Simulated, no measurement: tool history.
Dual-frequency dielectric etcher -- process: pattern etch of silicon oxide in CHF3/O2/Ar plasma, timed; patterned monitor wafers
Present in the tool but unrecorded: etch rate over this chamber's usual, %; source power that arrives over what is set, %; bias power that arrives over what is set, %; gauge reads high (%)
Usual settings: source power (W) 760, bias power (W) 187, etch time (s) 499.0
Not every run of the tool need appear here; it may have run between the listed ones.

run     day  source power (W)  bias power (W)  etch time (s)  wafers since the last listed run  hours since the last wet clean  hours since the last source power generator calibration  hours since the last bias power generator calibration  hours since the last upper electrode change  hours since the gauge calibration  read-back reference wafer on the same gauge, depth_nm  mean etch depth across the wafer (nm)
  1   0.000               830             187          410.5                                 0                           500.9                                                   1954.3                                                 1390.4                                       1613.5                              825.4                                                  899.0                                  894.8
  2   1.325               760             187          499.0                                81                           532.7                                                   1986.1                                                 1422.2                                       1645.3                              857.2                                                  901.7                                 1050.5
  3   3.246               760             187          499.0                               118                           578.8                                                   2032.2                                                 1468.3                                       1691.4                              903.3                                                  900.0                                 1047.3
  4   4.575               760             187          499.0                                81                           610.7                                                   2064.1                                                 1500.2                                       1723.3                              935.2                                                  900.9                                 1050.5
      5.921  -- wet clean of the chamber
  5   9.588               890             187          499.0                               246                            88.0                                                   2184.4                                                 1620.5                                       1843.6                             1055.5                                                  900.2                                 1161.5
     10.946  -- bias power generator calibrated
     12.146  -- upper electrode replaced
  6  12.167               890             187          499.0                                86                           149.9                                                   2246.3                                                   29.3                                          0.5                             1117.4                                                  900.2                                 1136.1
  7  12.533               890             187          499.0                                22                           158.7                                                   2255.1                                                   38.1                                          9.3                             1126.2                                                  900.8                                 1129.9
  8  13.575               760             187          499.0                                64                           183.7                                                   2280.1                                                   63.1                                         34.3                             1151.2                                                  901.3                                 1066.4
  9  15.162               760             187          499.0                                97                           221.8                                                   2318.2                                                  101.2                                         72.4                             1189.3                                                  899.6                                 1057.6
 10  17.746               760             187          449.5                               159                           283.8                                                   2380.2                                                  163.2                                        134.4                             1251.3                                                  900.4                                  952.7
 11  20.108               660             208          499.0                               145                           340.5                                                   2436.9                                                  219.9                                        191.1                             1308.0                                                  898.2                                 1066.8
 12  21.292               760             155          584.5                                72                           368.9                                                   2465.3                                                  248.3                                        219.5                             1336.4                                                  900.1                                 1112.8
 13  23.879               820             151          543.5                               159                           431.0                                                   2527.4                                                  310.4                                        281.6                             1398.5                                                  899.8                                 1027.5
 14  27.038               860             187          398.5                               194                           506.8                                                   2603.2                                                  386.2                                        357.4                             1474.3                                                  900.8                                  866.8
     29.308  -- wet clean of the chamber
 15  29.329               590             156          499.0                                79                             0.5                                                   2658.2                                                  441.2                                        412.4                             1529.3                                                  901.1                                  897.1
 16  30.471               900             201          406.0                                70                            27.9                                                   2685.6                                                  468.6                                        439.8                             1556.7                                                  899.4                                  961.2
 17  32.025               760             187          499.0                                95                            65.2                                                   2722.9                                                  505.9                                        477.1                             1594.0                                                  900.5                                 1074.0
 18  34.508               870             187          499.0                               152                           124.8                                                   2782.5                                                  565.5                                        536.7                             1653.6                                                  899.8                                 1114.6
 19  36.879               760             150          499.0                               145                           181.7                                                   2839.4                                                  622.4                                        593.6                             1710.5                                                  899.8                                  940.3
 20  38.408               760             187          499.0                                94                           218.4                                                   2876.1                                                  659.1                                        630.3                             1747.2                                                  899.6                                 1071.5
     38.488  -- gauge calibrated
 21  41.246               570             187          499.0                               174                           286.5                                                   2944.2                                                  727.2                                        698.4                               66.2                                                  899.1                                  955.1
 22  43.704               600             157          618.0                               151                           345.5                                                   3003.2                                                  786.2                                        757.4                              125.2                                                  900.0                                 1091.6
     44.554  -- source power generator calibrated
 23  46.354               680             169          605.5                               152                           409.1                                                     43.2                                                  849.8                                        821.0                              188.8                                                  901.0                                 1161.8
     55.212  -- wet clean of the chamber
 24  55.233               760             187          499.0                               484                             0.5                                                    256.3                                                 1062.9                                       1034.1                              401.9                                                  900.8                                 1096.9
 25  57.254               760             187          499.0                               124                            49.0                                                    304.8                                                 1111.4                                       1082.6                              450.4                                                  898.3                                 1097.0
 26  58.479               690             201          457.5                                75                            78.4                                                    334.2                                                 1140.8                                       1112.0                              479.8                                                  901.6                                  995.7
 27  59.517               700             187          499.0                                63                           103.3                                                    359.1                                                 1165.7                                       1136.9                              504.7                                                  899.7                                 1064.6
 28  62.375               890             187          616.5                               175                           171.9                                                    427.7                                                 1234.3                                       1205.5                              573.3                                                  899.6                                 1416.1
 29  65.162               900             161          630.0                               171                           238.8                                                    494.6                                                 1301.2                                       1272.4                              640.2                                                  900.0                                 1324.8

Forecast each of these 4 alternatives for the next run:
  A  65.188               760             187          499.0                                 1                           239.4                                                    495.2                                                 1301.8                                       1273.0                              640.8                                                      ?                                      ?
  B  65.188               760             210          499.0                                 1                           239.4                                                    495.2                                                 1301.8                                       1273.0                              640.8                                                      ?                                      ?
  C  65.188               760             159          603.5                                 1                           239.4                                                    495.2                                                 1301.8                                       1273.0                              640.8                                                      ?                                      ?
  D  65.188               600             200          547.5                                 1                           239.4                                                    495.2                                                 1301.8                                       1273.0                              640.8                                                      ?                                      ?

run  read-back reference wafer on the same gauge, depth_nm  mean etch depth across the wafer (nm)
  A                                                  900.5                                 1081.6
  B                                                  900.5                                 1149.3
  C                                                  900.5                                 1197.7
  D                                                  900.5                                 1135.8
Without the tool's unlogged condition, the same runs would have read:
run  mean etch depth across the wafer (nm)
  A                                 1084.2
  B                                 1151.6
  C                                 1201.2
  D                                 1138.1

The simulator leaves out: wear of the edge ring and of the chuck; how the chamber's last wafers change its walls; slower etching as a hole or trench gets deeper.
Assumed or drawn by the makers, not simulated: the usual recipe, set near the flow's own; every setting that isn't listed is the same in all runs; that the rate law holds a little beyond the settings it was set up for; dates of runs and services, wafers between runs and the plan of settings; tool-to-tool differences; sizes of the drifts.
